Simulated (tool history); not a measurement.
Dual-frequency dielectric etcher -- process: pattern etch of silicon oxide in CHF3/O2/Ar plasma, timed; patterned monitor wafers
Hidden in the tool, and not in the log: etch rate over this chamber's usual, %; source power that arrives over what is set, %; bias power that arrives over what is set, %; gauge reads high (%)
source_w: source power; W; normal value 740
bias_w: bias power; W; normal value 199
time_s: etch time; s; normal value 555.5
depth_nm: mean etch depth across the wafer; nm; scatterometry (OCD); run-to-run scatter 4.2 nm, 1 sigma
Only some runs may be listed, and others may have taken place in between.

run,hour,source_w,bias_w,time_s,wafers since the last listed run,hours since the last wet clean,hours since the last source power generator calibration,hours since the last bias power generator calibration,hours since the last upper electrode change,hours since the gauge calibration,"read-back reference wafer on the same gauge, depth_nm",depth_nm
1,0.0,740,199,432.0,0,121.6,2592.4,2974.7,1520.4,978.6,1210.2,972.0
2,159.3,740,199,506.5,300,280.9,2751.7,3134.0,1679.7,1137.9,1211.5,1138.7
3,265.1,740,199,506.5,199,386.7,2857.5,3239.8,1785.5,1243.7,1211.1,1129.8
4,365.9,740,199,506.5,189,487.5,2958.3,3340.6,1886.3,1344.5,1210.0,1129.3
# hour 450.2: wet clean of the chamber
5,450.7,860,199,555.5,114,0.5,3043.1,3425.4,1971.1,1429.3,1210.1,1373.9
6,509.5,860,199,555.5,110,59.3,3101.9,3484.2,2029.9,1488.1,1211.2,1376.3
7,822.8,860,199,555.5,590,372.6,3415.2,3797.5,2343.2,1801.4,1210.8,1365.1
# hour 834.7: source power generator calibrated
8,891.4,740,199,555.5,121,441.2,56.7,3866.1,2411.8,1870.0,1210.2,1217.2
# hour 919.6: wet clean of the chamber
# hour 960.3: gauge calibrated
9,976.2,740,199,555.5,114,56.6,141.5,3950.9,2496.6,15.9,1210.0,1226.9
10,1019.1,740,199,555.5,80,99.5,184.4,3993.8,2539.5,58.8,1209.5,1235.5
11,1099.9,740,199,555.5,152,180.3,265.2,4074.6,2620.3,139.6,1210.8,1221.1
# hour 1156.8: upper electrode replaced
12,1157.3,850,228,667.5,62,237.7,322.6,4132.0,0.5,197.0,1210.7,1684.4
# hour 1211.5: bias power generator calibrated
13,1230.1,590,164,389.5,129,310.5,395.4,18.6,73.3,269.8,1211.4,680.3
14,1278.1,570,218,683.0,90,358.5,443.4,66.6,121.3,317.8,1209.7,1307.0
15,1333.6,610,166,555.5,104,414.0,498.9,122.1,176.8,373.3,1210.2,992.8
# hour 1518.7: wet clean of the chamber
16,1579.5,740,199,555.5,417,60.8,744.8,368.0,422.7,619.2,1209.1,1227.4
17,1642.9,870,215,555.5,119,124.2,808.2,431.4,486.1,682.6,1209.6,1397.0
18,1941.4,740,228,618.0,562,422.7,1106.7,729.9,784.6,981.1,1209.4,1434.3
19,2009.8,740,199,555.5,128,491.1,1175.1,798.3,853.0,1049.5,1209.3,1224.1
20,2092.3,810,154,638.5,155,573.6,1257.6,880.8,935.5,1132.0,1210.3,1335.8

What if the next run were any one of these 4? Each begins from the tool's condition after run 20:
A,2092.9,740,199,555.5,1,574.2,1258.2,881.4,936.1,1132.6,?,?
B,2092.9,900,199,555.5,1,574.2,1258.2,881.4,936.1,1132.6,?,?
C,2092.9,600,212,511.5,1,574.2,1258.2,881.4,936.1,1132.6,?,?
D,2092.9,840,155,555.5,1,574.2,1258.2,881.4,936.1,1132.6,?,?

run,"read-back reference wafer on the same gauge, depth_nm",depth_nm
A,1210.7,1211.9
B,1210.7,1358.0
C,1210.7,999.3
D,1210.7,1180.4
What these runs would have given with no unlogged condition in the tool:
run,depth_nm
A,1231.2
B,1379.6
C,1015.2
D,1199.2
